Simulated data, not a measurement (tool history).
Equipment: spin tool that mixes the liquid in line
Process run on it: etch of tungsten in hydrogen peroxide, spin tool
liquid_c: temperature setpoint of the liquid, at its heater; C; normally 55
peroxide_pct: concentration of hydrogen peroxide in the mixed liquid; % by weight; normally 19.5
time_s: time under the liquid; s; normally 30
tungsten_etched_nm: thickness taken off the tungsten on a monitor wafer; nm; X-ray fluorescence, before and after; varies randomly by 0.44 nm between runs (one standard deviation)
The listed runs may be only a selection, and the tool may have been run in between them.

run	hour	liquid_c	peroxide_pct	time_s	read-back film thickness of the tungsten reference wafer, read on the same gauge (nm)	tungsten_etched_nm
1	0	51.5	18	30	65.58	34.92
# hour 14.8: peroxide flow meter replaced
2	38.1	55	21	30	65.55	45.99
3	77.5	55	21	30	65.53	45.55
4	128.8	55	19.5	30	65.51	44.5
5	163.7	55	19.5	30	65.48	44.15
6	217.7	55	19.5	15	65.47	22.32
# hour 266.8: thermometer replaced
7	271.3	55	21	30	65.43	45.52
# hour 339: gauge calibrated
8	466.7	55	19.5	30	68.42	46.67
9	498	62	15	30	68.24	60.85
10	543.5	55	19.5	30	67.95	45.56
11	612.1	49	17.5	15	67.55	14.93
12	678.8	55	19.5	30	67.2	45.54
13	711.9	55	15.5	30	67.06	40.86
14	781.4	55	19.5	30	66.75	44.56
15	832.4	55	17	30	66.56	42.21
# hour 853.5: new drum of peroxide connected
16	879.7	55	21.5	35	66.4	55.35
17	922.9	55	19.5	30	66.29	45.13
# hour 964.3: thermometer replaced
18	991.6	55	19.5	30	66.07	44.21
19	1047.4	55	19.5	30	65.94	43.61
20	1088	55	24.5	30	65.84	49.91
21	1126.2	63.5	19.5	30	65.74	72.48
22	1186.5	60.5	19.5	40	65.61	82
23	1235.9	49.5	24.5	50	65.53	59.49
24	1301.7	51.5	14.5	30	65.43	31.32
25	1339	48.5	14	30	65.38	25.47
26	1373.4	55	14	35	65.33	43.66
27	1422	51.5	21.5	50	65.26	62.58

Some steps in tungsten_etched_nm, run to run, broken into two amounts with sign: the step expected even without the hidden condition (settings, incoming material, random variation), and the rest, left for the hidden condition together with whatever gauge scatter is not in both the measured and the hidden-condition-free result:
The tool's hidden condition here consists of: liquid hotter than its thermometer reads (K); peroxide flow below the setpoint (%); temperature lost on the way to the wafer (K); peroxide weaker than its label (%); gauge reads high (%).
Run 7 -> 8: peroxide_pct 21 -> 19.5, gauge calibrated. tungsten_etched_nm +1.15 nm: hidden state +2.1, all else -0.95.
Run 10 -> 11: liquid_c 55 -> 49, peroxide_pct 19.5 -> 17.5, time_s 30 -> 15. tungsten_etched_nm -30.63 nm: hidden state +0.84, all else -31.47.
Run 11 -> 12: liquid_c 49 -> 55, peroxide_pct 17.5 -> 19.5, time_s 15 -> 30. tungsten_etched_nm +30.61 nm: hidden state -1.36, all else +31.97.
Run 23 -> 24: liquid_c 49.5 -> 51.5, peroxide_pct 24.5 -> 14.5, time_s 50 -> 30. tungsten_etched_nm -28.17 nm: hidden state +1.86, all else -30.03.

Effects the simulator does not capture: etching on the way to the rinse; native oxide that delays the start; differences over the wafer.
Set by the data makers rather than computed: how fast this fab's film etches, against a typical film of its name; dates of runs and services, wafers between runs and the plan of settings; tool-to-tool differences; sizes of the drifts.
